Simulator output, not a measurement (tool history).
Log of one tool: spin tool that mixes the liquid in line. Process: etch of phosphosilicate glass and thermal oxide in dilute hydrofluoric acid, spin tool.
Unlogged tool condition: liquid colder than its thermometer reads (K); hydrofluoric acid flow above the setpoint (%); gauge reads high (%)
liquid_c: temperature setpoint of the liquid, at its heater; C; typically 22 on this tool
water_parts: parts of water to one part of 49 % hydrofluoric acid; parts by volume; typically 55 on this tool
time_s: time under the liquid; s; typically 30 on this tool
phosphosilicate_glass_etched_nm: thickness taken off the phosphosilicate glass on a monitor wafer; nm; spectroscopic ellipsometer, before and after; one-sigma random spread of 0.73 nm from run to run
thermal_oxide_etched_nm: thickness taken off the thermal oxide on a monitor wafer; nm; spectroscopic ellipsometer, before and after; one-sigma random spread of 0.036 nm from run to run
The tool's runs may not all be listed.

run	day	liquid_c	water_parts	time_s	wafers since the last listed run	hours since the thermometer was replaced	hours since the hydrofluoric acid flow meter was replaced	hours since the gauge calibration	read-back film thickness of the phosphosilicate glass reference wafer, read on the same gauge (nm)	read-back film thickness of the thermal oxide reference wafer, read on the same gauge (nm)	phosphosilicate_glass_etched_nm	thermal_oxide_etched_nm
1	0	20	55	30	0	2635.6	2135.6	420.4	119.99	110.021	71.91	2.406
2	0.721	22	40	30	208	2652.9	2152.9	437.7	120.01	110	109.19	3.67
3	1.371	22	40	30	188	2668.5	2168.5	453.3	120.01	109.997	107.81	3.536
4	1.721	22	55	45	101	2676.9	2176.9	461.7	119.99	109.981	114.35	3.845
5	2.45	22	55	30	210	2694.4	2194.4	479.2	119.99	109.987	77.77	2.583
# day 2.546: thermometer replaced
6	3.179	22	55	30	198	15.2	2211.9	496.7	120	110.002	78.55	2.557
7	3.854	22	55	30	195	31.4	2228.1	512.9	120.02	110.023	77.52	2.577
8	4.483	20	55	30	182	46.5	2243.2	528	119.99	110.01	71.52	2.303
# day 4.688: gauge calibrated
9	4.829	22	55	30	100	54.8	2251.5	3.4	119.99	109.968	78.59	2.606
10	5.383	24	40	45	160	68.1	2264.8	16.7	120.01	109.952	178.17	5.892
11	6.083	22	45	20	202	84.9	2281.6	33.5	120.01	109.989	65.27	2.149
12	6.633	17.5	85	30	159	98.1	2294.8	46.7	120	109.979	40.5	1.348
13	6.962	19	55	45	95	106	2302.7	54.6	119.99	109.975	101.88	3.393
14	7.567	18	80	20	174	120.5	2317.2	69.1	119.99	109.983	29.19	0.968
15	7.846	19	65	20	80	127.2	2323.9	75.8	120.01	109.997	38.02	1.23
16	8.179	17.5	55	30	96	135.2	2331.9	83.8	119.99	110.006	65.3	2.16
# day 8.4: hydrofluoric acid flow meter replaced
17	8.796	20.5	55	50	166	150	9.5	98.6	120.02	109.993	121.92	3.985
18	9.279	22	55	30	139	161.6	21.1	110.2	120	110.025	76.83	2.564
19	9.792	22	65	35	148	173.9	33.4	122.5	120.01	109.997	75.28	2.523
20	10.188	22	80	45	114	183.4	42.9	132	120.01	109.976	78	2.619
21	10.612	24	55	30	122	193.6	53.1	142.2	120.01	110.005	84.64	2.762
22	11.288	22	45	45	195	209.8	69.3	158.4	119.98	109.991	145.31	4.763
23	11.904	26.5	35	30	178	224.6	84.1	173.2	120.01	110.034	154.46	5.039
24	12.279	22	55	30	108	233.6	93.1	182.2	119.99	110.005	78.11	2.572
25	12.708	22	85	40	124	243.9	103.4	192.5	119.97	109.999	65.16	2.148
26	13.162	22	55	30	131	254.8	114.3	203.4	119.98	109.983	78.1	2.502

Take each entry between the runs: how does the hidden state at the last listed run before it differ from the hidden state at the first listed run after it?
Run 5 -> run 6: thermometer replaced (day 2.546)
  both runs share identical hidden conditions
Run 8 -> run 9: gauge calibrated (day 4.688)
  both runs share identical hidden conditions
Run 16 -> run 17: hydrofluoric acid flow meter replaced (day 8.4)
  both runs share identical hidden conditions
